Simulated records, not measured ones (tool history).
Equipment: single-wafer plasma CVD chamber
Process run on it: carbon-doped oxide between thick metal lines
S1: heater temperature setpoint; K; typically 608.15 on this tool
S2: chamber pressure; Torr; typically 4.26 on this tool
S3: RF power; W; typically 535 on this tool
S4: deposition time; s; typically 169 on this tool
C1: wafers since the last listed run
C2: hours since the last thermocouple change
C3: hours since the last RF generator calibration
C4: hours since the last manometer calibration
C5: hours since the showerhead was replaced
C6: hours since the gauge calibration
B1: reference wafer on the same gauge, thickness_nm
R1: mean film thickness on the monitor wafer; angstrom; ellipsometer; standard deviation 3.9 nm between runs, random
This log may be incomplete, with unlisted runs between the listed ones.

| run | hour | S1 | S2 | S3 | S4 | C1 | C2 | C3 | C4 | C5 | C6 | B1 | R1 |
|---|---|---|---|---|---|---|---|---|---|---|---|---|---|
| 1 | 0.0 | 608.15 | 4.26 | 535 | 169 | 0 | 1470.2 | 1376.0 | 900.1 | 5629.8 | 522.1 | 1134.982 | 9258.40 |
| 2 | 48.8 | 608.15 | 4.26 | 575 | 169 | 697 | 1519.0 | 1424.8 | 948.9 | 5678.6 | 570.9 | 1138.047 | 9766.84 |
| 3 | 100.3 | 608.15 | 4.26 | 575 | 169 | 736 | 1570.5 | 1476.3 | 1000.4 | 5730.1 | 622.4 | 1134.475 | 9709.47 |
|  | 113.2 | RF generator calibrated |
| 4 | 162.6 | 608.15 | 4.26 | 575 | 169 | 776 | 1632.8 | 49.4 | 1062.7 | 5792.4 | 684.7 | 1136.841 | 10186.09 |
| 5 | 195.4 | 608.15 | 4.26 | 535 | 169 | 468 | 1665.6 | 82.2 | 1095.5 | 5825.2 | 717.5 | 1135.042 | 9611.22 |
| 6 | 250.0 | 608.15 | 4.26 | 535 | 157 | 780 | 1720.2 | 136.8 | 1150.1 | 5879.8 | 772.1 | 1137.633 | 8916.48 |
| 7 | 309.1 | 608.15 | 4.26 | 535 | 157 | 844 | 1779.3 | 195.9 | 1209.2 | 5938.9 | 831.2 | 1136.157 | 8927.35 |
|  | 320.4 | thermocouple changed; heater temperature recalibrated |
| 8 | 358.6 | 608.15 | 4.26 | 535 | 169 | 593 | 38.2 | 245.4 | 1258.7 | 5988.4 | 880.7 | 1135.514 | 9539.25 |
| 9 | 390.2 | 616.15 | 4.26 | 500 | 169 | 451 | 69.8 | 277.0 | 1290.3 | 6020.0 | 912.3 | 1136.798 | 8759.21 |
| 10 | 428.1 | 599.15 | 4.26 | 535 | 169 | 541 | 107.7 | 314.9 | 1328.2 | 6057.9 | 950.2 | 1137.910 | 9871.56 |
|  | 505.5 | capacitance manometer re-zeroed and calibrated |
| 11 | 506.0 | 608.15 | 3.49 | 535 | 169 | 999 | 185.6 | 392.8 | 0.5 | 6135.8 | 1028.1 | 1136.772 | 9172.04 |
|  | 531.2 | gauge calibrated |
| 12 | 538.6 | 608.15 | 4.26 | 475 | 193 | 466 | 218.2 | 425.4 | 33.1 | 6168.4 | 7.4 | 1137.161 | 9714.33 |
| 13 | 610.0 | 608.15 | 3.35 | 535 | 169 | 1020 | 289.6 | 496.8 | 104.5 | 6239.8 | 78.8 | 1136.868 | 9051.28 |
| 14 | 672.5 | 608.15 | 3.89 | 610 | 169 | 893 | 352.1 | 559.3 | 167.0 | 6302.3 | 141.3 | 1136.359 | 10358.14 |
| 15 | 699.8 | 599.15 | 5.22 | 480 | 139 | 390 | 379.4 | 586.6 | 194.3 | 6329.6 | 168.6 | 1134.153 | 7617.73 |
| 16 | 767.4 | 608.15 | 4.26 | 535 | 169 | 966 | 447.0 | 654.2 | 261.9 | 6397.2 | 236.2 | 1136.560 | 9363.50 |
|  | 798.4 | showerhead replaced |
| 17 | 823.9 | 615.15 | 3.80 | 535 | 169 | 693 | 503.5 | 710.7 | 318.4 | 25.5 | 292.7 | 1133.006 | 8896.73 |
| 18 | 882.8 | 608.15 | 4.26 | 570 | 169 | 841 | 562.4 | 769.6 | 377.3 | 84.4 | 351.6 | 1135.009 | 9807.34 |
| 19 | 953.5 | 608.15 | 4.26 | 535 | 187 | 1010 | 633.1 | 840.3 | 448.0 | 155.1 | 422.3 | 1133.429 | 10263.56 |
| 20 | 1005.6 | 608.15 | 4.26 | 535 | 169 | 744 | 685.2 | 892.4 | 500.1 | 207.2 | 474.4 | 1135.285 | 9357.62 |
| 21 | 1036.5 | 608.15 | 4.26 | 535 | 169 | 441 | 716.1 | 923.3 | 531.0 | 238.1 | 505.3 | 1136.386 | 9346.10 |
| 22 | 1096.2 | 608.15 | 4.26 | 610 | 169 | 853 | 775.8 | 983.0 | 590.7 | 297.8 | 565.0 | 1136.446 | 10345.17 |
| 23 | 1134.1 | 616.15 | 4.26 | 625 | 169 | 541 | 813.7 | 1020.9 | 628.6 | 335.7 | 602.9 | 1135.659 | 10246.45 |
| 24 | 1171.4 | 608.15 | 4.26 | 535 | 169 | 533 | 851.0 | 1058.2 | 665.9 | 373.0 | 640.2 | 1136.767 | 9200.41 |
| 25 | 1217.8 | 608.15 | 4.26 | 505 | 148 | 663 | 897.4 | 1104.6 | 712.3 | 419.4 | 686.6 | 1135.301 | 7631.57 |
| 26 | 1244.4 | 608.15 | 5.11 | 535 | 169 | 380 | 924.0 | 1131.2 | 738.9 | 446.0 | 713.2 | 1138.621 | 9601.98 |
| 27 | 1311.1 | 608.15 | 4.26 | 535 | 169 | 953 | 990.7 | 1197.9 | 805.6 | 512.7 | 779.9 | 1138.994 | 9162.38 |
| 28 | 1370.9 | 608.15 | 4.26 | 635 | 136 | 854 | 1050.5 | 1257.7 | 865.4 | 572.5 | 839.7 | 1135.156 | 8487.56 |

4 options for the next run, each taken on its own from the tool as it stands now. Forecast them:
| A | 1371.3 | 608.15 | 4.92 | 535 | 169 | 5 | 1050.9 | 1258.1 | 865.8 | 572.9 | 840.1 | ? | ? |
| B | 1371.3 | 608.15 | 5.26 | 535 | 169 | 5 | 1050.9 | 1258.1 | 865.8 | 572.9 | 840.1 | ? | ? |
| C | 1371.3 | 615.15 | 4.26 | 585 | 169 | 5 | 1050.9 | 1258.1 | 865.8 | 572.9 | 840.1 | ? | ? |
| D | 1371.3 | 608.15 | 3.46 | 440 | 143 | 5 | 1050.9 | 1258.1 | 865.8 | 572.9 | 840.1 | ? | ? |

| run | B1 | R1 |
|---|---|---|
| A | 1135.993 | 9520.87 |
| B | 1135.993 | 9641.38 |
| C | 1135.993 | 9722.20 |
| D | 1135.993 | 6117.51 |
Take away the tool's hidden state, keep each run's random variation, and the runs would have read:
| run | R1 |
|---|---|
| A | 10019.84 |
| B | 10146.67 |
| C | 10213.53 |
| D | 6505.72 |
